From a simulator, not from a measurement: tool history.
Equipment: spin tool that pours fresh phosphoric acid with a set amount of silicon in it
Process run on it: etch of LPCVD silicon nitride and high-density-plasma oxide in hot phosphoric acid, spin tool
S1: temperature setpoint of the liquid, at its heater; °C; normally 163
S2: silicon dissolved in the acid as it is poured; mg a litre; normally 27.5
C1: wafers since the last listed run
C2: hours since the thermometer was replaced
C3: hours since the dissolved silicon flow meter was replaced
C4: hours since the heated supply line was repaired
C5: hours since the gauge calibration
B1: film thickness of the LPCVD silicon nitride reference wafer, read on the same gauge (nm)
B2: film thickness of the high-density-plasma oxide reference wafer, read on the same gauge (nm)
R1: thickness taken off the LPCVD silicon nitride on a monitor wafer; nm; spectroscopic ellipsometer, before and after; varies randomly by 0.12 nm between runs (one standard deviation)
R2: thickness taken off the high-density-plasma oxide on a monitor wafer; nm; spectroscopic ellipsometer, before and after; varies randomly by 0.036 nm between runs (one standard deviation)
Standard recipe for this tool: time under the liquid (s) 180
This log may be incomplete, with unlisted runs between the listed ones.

{"run": 1, "hour": 0.0, "S1": 163, "S2": 27.5, "time under the liquid (s)": 180, "C1": 0, "C2": 121.8, "C3": 296.2, "C4": 361.8, "C5": 185.0, "B1": 50.01, "B2": 99.999, "R1": 19.14, "R2": 0.439}
{"run": 2, "hour": 37.5, "S1": 164, "S2": 27.5, "time under the liquid (s)": 180, "C1": 302, "C2": 159.3, "C3": 333.7, "C4": 399.3, "C5": 222.5, "B1": 50.02, "B2": 99.974, "R1": 19.61, "R2": 0.478}
{"run": 3, "hour": 105.0, "S1": 164, "S2": 27.5, "time under the liquid (s)": 180, "C1": 543, "C2": 226.8, "C3": 401.2, "C4": 466.8, "C5": 290.0, "B1": 50.01, "B2": 99.956, "R1": 19.6, "R2": 0.487}
{"run": 4, "hour": 163.3, "S1": 163, "S2": 43.5, "time under the liquid (s)": 180, "C1": 469, "C2": 285.1, "C3": 459.5, "C4": 525.1, "C5": 348.3, "B1": 49.99, "B2": 100.054, "R1": 19.05, "R2": 0.191}
{"run": 5, "hour": 250.4, "S1": 163, "S2": 43.5, "time under the liquid (s)": 180, "C1": 701, "C2": 372.2, "C3": 546.6, "C4": 612.2, "C5": 435.4, "B1": 49.97, "B2": 99.982, "R1": 18.84, "R2": 0.202}
{"run": 6, "hour": 306.5, "S1": 163, "S2": 43.5, "time under the liquid (s)": 180, "C1": 451, "C2": 428.3, "C3": 602.7, "C4": 668.3, "C5": 491.5, "B1": 49.99, "B2": 99.969, "R1": 19.05, "R2": 0.187}
{"hour": 346.9, "done": "thermometer replaced"}
{"run": 7, "hour": 396.9, "S1": 163, "S2": 27.5, "time under the liquid (s)": 180, "C1": 720, "C2": 50.0, "C3": 693.1, "C4": 758.7, "C5": 581.9, "B1": 49.98, "B2": 99.986, "R1": 19.12, "R2": 0.473}
{"hour": 400.2, "done": "heated supply line repaired"}
{"run": 8, "hour": 495.4, "S1": 163, "S2": 27.5, "time under the liquid (s)": 180, "C1": 785, "C2": 148.5, "C3": 791.6, "C4": 95.2, "C5": 680.4, "B1": 49.99, "B2": 99.959, "R1": 19.02, "R2": 0.438}
{"run": 9, "hour": 589.5, "S1": 163, "S2": 27.5, "time under the liquid (s)": 180, "C1": 758, "C2": 242.6, "C3": 885.7, "C4": 189.3, "C5": 774.5, "B1": 49.98, "B2": 99.969, "R1": 19.01, "R2": 0.426}
{"run": 10, "hour": 675.1, "S1": 165, "S2": 11.0, "time under the liquid (s)": 260, "C1": 689, "C2": 328.2, "C3": 971.3, "C4": 274.9, "C5": 860.1, "B1": 50.01, "B2": 99.968, "R1": 29.89, "R2": 1.185}
{"run": 11, "hour": 765.0, "S1": 163, "S2": 27.5, "time under the liquid (s)": 180, "C1": 724, "C2": 418.1, "C3": 1061.2, "C4": 364.8, "C5": 950.0, "B1": 50.01, "B2": 100.002, "R1": 19.18, "R2": 0.485}
{"run": 12, "hour": 819.2, "S1": 161, "S2": 27.5, "time under the liquid (s)": 75, "C1": 436, "C2": 472.3, "C3": 1115.4, "C4": 419.0, "C5": 1004.2, "B1": 50.01, "B2": 100.003, "R1": 7.47, "R2": 0.178}
{"hour": 829.6, "done": "thermometer replaced"}
{"run": 13, "hour": 901.3, "S1": 163, "S2": 43.5, "time under the liquid (s)": 180, "C1": 653, "C2": 71.7, "C3": 1197.5, "C4": 501.1, "C5": 1086.3, "B1": 50.0, "B2": 99.987, "R1": 18.88, "R2": 0.184}

Run 14 comes next. What will it give?
{"hour": 934.0, "done": "gauge calibrated"}
{"run": 14, "hour": 966.7, "S1": 160, "S2": 7.0, "time under the liquid (s)": 180, "C1": 526, "C2": 137.1, "C3": 1262.9, "C4": 566.5, "C5": 32.7, "B1": "?", "B2": "?", "R1": "?", "R2": "?"}

Run 14 yielded B1 50.01, B2 100.047, R1 17.13 nm, R2 0.722 nm.
The same run, on a tool lacking any hidden state, would have yielded R1 17.13 nm, R2 0.722 nm.
